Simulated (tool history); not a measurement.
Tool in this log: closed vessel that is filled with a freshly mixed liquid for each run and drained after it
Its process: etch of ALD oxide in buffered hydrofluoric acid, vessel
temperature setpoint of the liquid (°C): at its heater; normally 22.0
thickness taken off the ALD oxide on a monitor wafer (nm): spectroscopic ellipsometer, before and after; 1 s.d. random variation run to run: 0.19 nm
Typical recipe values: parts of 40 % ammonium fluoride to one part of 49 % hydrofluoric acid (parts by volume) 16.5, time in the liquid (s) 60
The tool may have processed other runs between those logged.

run	hour	temperature setpoint of the liquid (°C)	parts of 40 % ammonium fluoride to one part of 49 % hydrofluoric acid (parts by volume)	time in the liquid (s)	wafers since the last listed run	hours since the thermometer was replaced	hours since the hydrofluoric acid flow meter was replaced	hours since the gauge calibration	read-back film thickness of the ALD oxide reference wafer, read on the same gauge (nm)	thickness taken off the ALD oxide on a monitor wafer (nm)
1	0.0	24.0	16.5	85	0	1829.7	1738.6	71.4	139.98	127.55
2	10.6	24.0	16.5	85	1376	1840.3	1749.2	82.0	140.03	126.92
3	26.9	23.5	20.0	60	2117	1856.6	1765.5	98.3	139.96	72.58
4	41.3	22.0	21.0	60	1870	1871.0	1779.9	112.7	140.00	63.31
5	53.1	22.0	16.5	60	1532	1882.8	1791.7	124.5	140.02	80.46
6	59.2	22.0	19.0	60	792	1888.9	1797.8	130.6	139.98	70.44
7	73.0	22.0	16.5	45	1792	1902.7	1811.6	144.4	140.00	60.72
8	82.3	22.0	16.5	45	1208	1912.0	1820.9	153.7	140.00	60.69

Estimate the outcome of run 9 from the log above:
9	96.8	22.0	16.5	60	1883	1926.5	1835.4	168.2	?	?

read-back film thickness of the ALD oxide reference wafer, read on the same gauge (nm): 140.01
thickness taken off the ALD oxide on a monitor wafer (nm): 80.87
The same run, on a tool lacking any hidden state, would have yielded thickness taken off the ALD oxide on a monitor wafer (nm) 72.33.

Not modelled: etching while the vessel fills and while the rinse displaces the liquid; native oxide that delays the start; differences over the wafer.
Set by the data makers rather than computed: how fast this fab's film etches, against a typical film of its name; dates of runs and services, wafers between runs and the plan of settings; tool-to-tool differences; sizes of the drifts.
